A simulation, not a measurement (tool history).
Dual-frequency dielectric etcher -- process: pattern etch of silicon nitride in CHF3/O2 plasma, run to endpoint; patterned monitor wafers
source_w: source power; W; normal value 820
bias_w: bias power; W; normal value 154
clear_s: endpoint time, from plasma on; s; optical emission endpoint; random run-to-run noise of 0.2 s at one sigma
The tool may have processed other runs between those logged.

run,day,source_w,bias_w,"incoming incoming film thickness, nm",clear_s
1,0,820,154,81.2,48.6
2,0.446,890,154,81.4,47.2
3,0.721,890,154,81.4,47.2
4,1.367,820,154,81.9,48.8
5,2.038,820,154,80.9,48.3
6,2.654,820,154,80.9,48.4
# day 3.083: bias power generator calibrated
7,3.358,820,154,81.1,48.6
8,3.896,820,154,81.4,49.4
# day 4.708: source power generator calibrated
# day 5.029: upper electrode replaced
9,5.05,820,154,81.6,49.3
10,5.062,820,154,80.9,48.9
11,5.675,820,154,81.8,49.5
12,6.067,820,171,81.1,47.6
13,6.546,960,116,80.7,48.6
# day 7.546: wet clean of the chamber
14,7.567,700,166,81,47.9
15,7.583,740,165,81.1,47.1
16,8.171,920,124,81.6,46.7
17,8.525,820,154,82,47.1
18,8.962,650,154,81.1,50.6
19,9.454,980,117,81.8,46.3
20,10.075,820,154,80.7,46.5

Hidden state, per run?
source power that arrives over what is set, %: 0, the same for each run
bias power that arrives over what is set, %: 0, the same for each run
H1: etch rate over this chamber's usual, %
run,H1
1,-4.61
2,-4.7
3,-4.75
4,-4.89
5,-5.02
6,-5.15
7,-5.3
8,-5.41
9,-5.64
10,-5.65
11,-5.77
12,-5.85
13,-5.95
14,-0.326
15,-0.329
16,-0.45
17,-0.523
18,-0.613
19,-0.714
20,-0.842
